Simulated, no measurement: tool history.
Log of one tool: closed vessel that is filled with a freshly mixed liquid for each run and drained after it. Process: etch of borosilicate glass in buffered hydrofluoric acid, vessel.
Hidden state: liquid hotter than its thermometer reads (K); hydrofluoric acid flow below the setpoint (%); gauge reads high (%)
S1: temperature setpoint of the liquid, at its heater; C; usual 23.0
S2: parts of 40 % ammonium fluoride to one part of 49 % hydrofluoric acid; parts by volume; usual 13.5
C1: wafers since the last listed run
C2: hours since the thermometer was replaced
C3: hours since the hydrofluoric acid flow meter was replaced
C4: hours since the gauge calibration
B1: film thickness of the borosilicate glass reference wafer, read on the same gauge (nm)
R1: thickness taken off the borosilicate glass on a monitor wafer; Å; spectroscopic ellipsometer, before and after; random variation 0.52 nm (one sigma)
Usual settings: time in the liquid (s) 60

{"run": 1, "hour": 0.0, "S1": 23.0, "S2": 13.5, "time in the liquid (s)": 60, "C1": 0, "C2": 1743.2, "C3": 1433.7, "C4": 460.5, "B1": 140.0, "R1": 622.1}
{"run": 2, "hour": 64.1, "S1": 23.0, "S2": 13.5, "time in the liquid (s)": 60, "C1": 9334, "C2": 1807.3, "C3": 1497.8, "C4": 524.6, "B1": 139.99, "R1": 612.2}
{"run": 3, "hour": 89.5, "S1": 23.0, "S2": 13.5, "time in the liquid (s)": 60, "C1": 3698, "C2": 1832.7, "C3": 1523.2, "C4": 550.0, "B1": 140.01, "R1": 617.9}
{"run": 4, "hour": 127.1, "S1": 23.0, "S2": 13.5, "time in the liquid (s)": 60, "C1": 5475, "C2": 1870.3, "C3": 1560.8, "C4": 587.6, "B1": 140.03, "R1": 604.9}
{"run": 5, "hour": 171.5, "S1": 23.0, "S2": 13.5, "time in the liquid (s)": 60, "C1": 6465, "C2": 1914.7, "C3": 1605.2, "C4": 632.0, "B1": 140.0, "R1": 608.0}
{"run": 6, "hour": 222.6, "S1": 23.0, "S2": 13.5, "time in the liquid (s)": 60, "C1": 7441, "C2": 1965.8, "C3": 1656.3, "C4": 683.1, "B1": 140.04, "R1": 612.7}
{"run": 7, "hour": 263.7, "S1": 23.0, "S2": 13.5, "time in the liquid (s)": 60, "C1": 5985, "C2": 2006.9, "C3": 1697.4, "C4": 724.2, "B1": 140.01, "R1": 609.9}
{"run": 8, "hour": 335.0, "S1": 23.0, "S2": 13.5, "time in the liquid (s)": 60, "C1": 10382, "C2": 2078.2, "C3": 1768.7, "C4": 795.5, "B1": 140.01, "R1": 603.8}
{"run": 9, "hour": 363.8, "S1": 23.0, "S2": 13.5, "time in the liquid (s)": 60, "C1": 4193, "C2": 2107.0, "C3": 1797.5, "C4": 824.3, "B1": 140.03, "R1": 601.8}
{"run": 10, "hour": 419.7, "S1": 23.0, "S2": 13.5, "time in the liquid (s)": 60, "C1": 8140, "C2": 2162.9, "C3": 1853.4, "C4": 880.2, "B1": 139.97, "R1": 609.7}
{"run": 11, "hour": 481.8, "S1": 23.0, "S2": 13.5, "time in the liquid (s)": 60, "C1": 9043, "C2": 2225.0, "C3": 1915.5, "C4": 942.3, "B1": 139.99, "R1": 603.3}
{"hour": 484.8, "done": "thermometer replaced"}
{"hour": 539.3, "done": "hydrofluoric acid flow meter replaced"}
{"run": 12, "hour": 553.5, "S1": 23.0, "S2": 9.5, "time in the liquid (s)": 80, "C1": 10149, "C2": 68.7, "C3": 14.2, "C4": 1014.0, "B1": 139.99, "R1": 1136.2}
{"run": 13, "hour": 588.6, "S1": 23.0, "S2": 9.5, "time in the liquid (s)": 80, "C1": 5111, "C2": 103.8, "C3": 49.3, "C4": 1049.1, "B1": 140.01, "R1": 1138.2}
{"run": 14, "hour": 649.7, "S1": 23.0, "S2": 13.5, "time in the liquid (s)": 60, "C1": 8897, "C2": 164.9, "C3": 110.4, "C4": 1110.2, "B1": 140.01, "R1": 615.6}
{"run": 15, "hour": 719.2, "S1": 24.5, "S2": 13.5, "time in the liquid (s)": 60, "C1": 10120, "C2": 234.4, "C3": 179.9, "C4": 1179.7, "B1": 139.98, "R1": 659.5}
{"run": 16, "hour": 777.6, "S1": 23.0, "S2": 13.5, "time in the liquid (s)": 60, "C1": 8504, "C2": 292.8, "C3": 238.3, "C4": 1238.1, "B1": 140.0, "R1": 609.4}
{"run": 17, "hour": 803.9, "S1": 28.0, "S2": 8.5, "time in the liquid (s)": 85, "C1": 3829, "C2": 319.1, "C3": 264.6, "C4": 1264.4, "B1": 140.0, "R1": 1740.9}
{"run": 18, "hour": 836.0, "S1": 27.5, "S2": 9.0, "time in the liquid (s)": 85, "C1": 4674, "C2": 351.2, "C3": 296.7, "C4": 1296.5, "B1": 139.99, "R1": 1580.8}
{"run": 19, "hour": 902.2, "S1": 18.5, "S2": 13.5, "time in the liquid (s)": 60, "C1": 9640, "C2": 417.4, "C3": 362.9, "C4": 1362.7, "B1": 139.98, "R1": 483.2}
{"run": 20, "hour": 959.6, "S1": 26.0, "S2": 16.0, "time in the liquid (s)": 35, "C1": 8358, "C2": 474.8, "C3": 420.3, "C4": 1420.1, "B1": 140.03, "R1": 352.0}
{"run": 21, "hour": 993.5, "S1": 26.5, "S2": 16.5, "time in the liquid (s)": 60, "C1": 4936, "C2": 508.7, "C3": 454.2, "C4": 1454.0, "B1": 140.0, "R1": 605.9}
{"run": 22, "hour": 1053.4, "S1": 27.0, "S2": 16.5, "time in the liquid (s)": 30, "C1": 8722, "C2": 568.6, "C3": 514.1, "C4": 1513.9, "B1": 140.02, "R1": 315.1}
{"run": 23, "hour": 1118.4, "S1": 23.0, "S2": 18.5, "time in the liquid (s)": 60, "C1": 9465, "C2": 633.6, "C3": 579.1, "C4": 1578.9, "B1": 140.03, "R1": 446.3}
{"run": 24, "hour": 1143.9, "S1": 20.5, "S2": 13.5, "time in the liquid (s)": 60, "C1": 3713, "C2": 659.1, "C3": 604.6, "C4": 1604.4, "B1": 139.97, "R1": 533.5}
{"run": 25, "hour": 1193.9, "S1": 18.5, "S2": 10.0, "time in the liquid (s)": 75, "C1": 7281, "C2": 709.1, "C3": 654.6, "C4": 1654.4, "B1": 140.0, "R1": 810.5}
{"run": 26, "hour": 1241.2, "S1": 19.0, "S2": 17.0, "time in the liquid (s)": 60, "C1": 6887, "C2": 756.4, "C3": 701.9, "C4": 1701.7, "B1": 139.97, "R1": 395.8}
{"run": 27, "hour": 1285.4, "S1": 23.0, "S2": 12.0, "time in the liquid (s)": 60, "C1": 6436, "C2": 800.6, "C3": 746.1, "C4": 1745.9, "B1": 140.04, "R1": 685.0}
{"hour": 1287.3, "done": "gauge calibrated"}
{"run": 28, "hour": 1349.2, "S1": 23.0, "S2": 13.5, "time in the liquid (s)": 60, "C1": 9290, "C2": 864.4, "C3": 809.9, "C4": 61.9, "B1": 139.99, "R1": 609.8}
{"run": 29, "hour": 1417.9, "S1": 28.0, "S2": 11.5, "time in the liquid (s)": 60, "C1": 10004, "C2": 933.1, "C3": 878.6, "C4": 130.6, "B1": 140.0, "R1": 938.1}
{"run": 30, "hour": 1486.5, "S1": 21.5, "S2": 9.5, "time in the liquid (s)": 35, "C1": 9989, "C2": 1001.7, "C3": 947.2, "C4": 199.2, "B1": 140.0, "R1": 457.0}
{"run": 31, "hour": 1685.4, "S1": 21.0, "S2": 11.5, "time in the liquid (s)": 50, "C1": 28964, "C2": 1200.6, "C3": 1146.1, "C4": 398.1, "B1": 140.02, "R1": 545.6}
{"run": 32, "hour": 1710.3, "S1": 23.0, "S2": 13.5, "time in the liquid (s)": 60, "C1": 3625, "C2": 1225.5, "C3": 1171.0, "C4": 423.0, "B1": 139.99, "R1": 611.3}
{"run": 33, "hour": 1764.5, "S1": 23.0, "S2": 13.5, "time in the liquid (s)": 60, "C1": 7892, "C2": 1279.7, "C3": 1225.2, "C4": 477.2, "B1": 140.04, "R1": 606.6}
{"run": 34, "hour": 1804.9, "S1": 25.0, "S2": 9.0, "time in the liquid (s)": 60, "C1": 5883, "C2": 1320.1, "C3": 1265.6, "C4": 517.6, "B1": 140.0, "R1": 990.2}

3 ways to go on from here, each from the tool as it stands after run 34. What would each give?
{"run": "A", "hour": 1805.6, "S1": 23.0, "S2": 13.5, "time in the liquid (s)": 60, "C1": 101, "C2": 1320.8, "C3": 1266.3, "C4": 518.3, "B1": "?", "R1": "?"}
{"run": "B", "hour": 1805.6, "S1": 21.5, "S2": 18.5, "time in the liquid (s)": 50, "C1": 101, "C2": 1320.8, "C3": 1266.3, "C4": 518.3, "B1": "?", "R1": "?"}
{"run": "C", "hour": 1805.6, "S1": 20.5, "S2": 18.5, "time in the liquid (s)": 90, "C1": 101, "C2": 1320.8, "C3": 1266.3, "C4": 518.3, "B1": "?", "R1": "?"}

run=A B1=140.00 R1=616.9
run=B B1=140.00 R1=346.8
run=C B1=140.00 R1=591.0
Without the tool's hidden state the same runs would have given:
run=A R1=616.9
run=B R1=346.8
run=C R1=591.0

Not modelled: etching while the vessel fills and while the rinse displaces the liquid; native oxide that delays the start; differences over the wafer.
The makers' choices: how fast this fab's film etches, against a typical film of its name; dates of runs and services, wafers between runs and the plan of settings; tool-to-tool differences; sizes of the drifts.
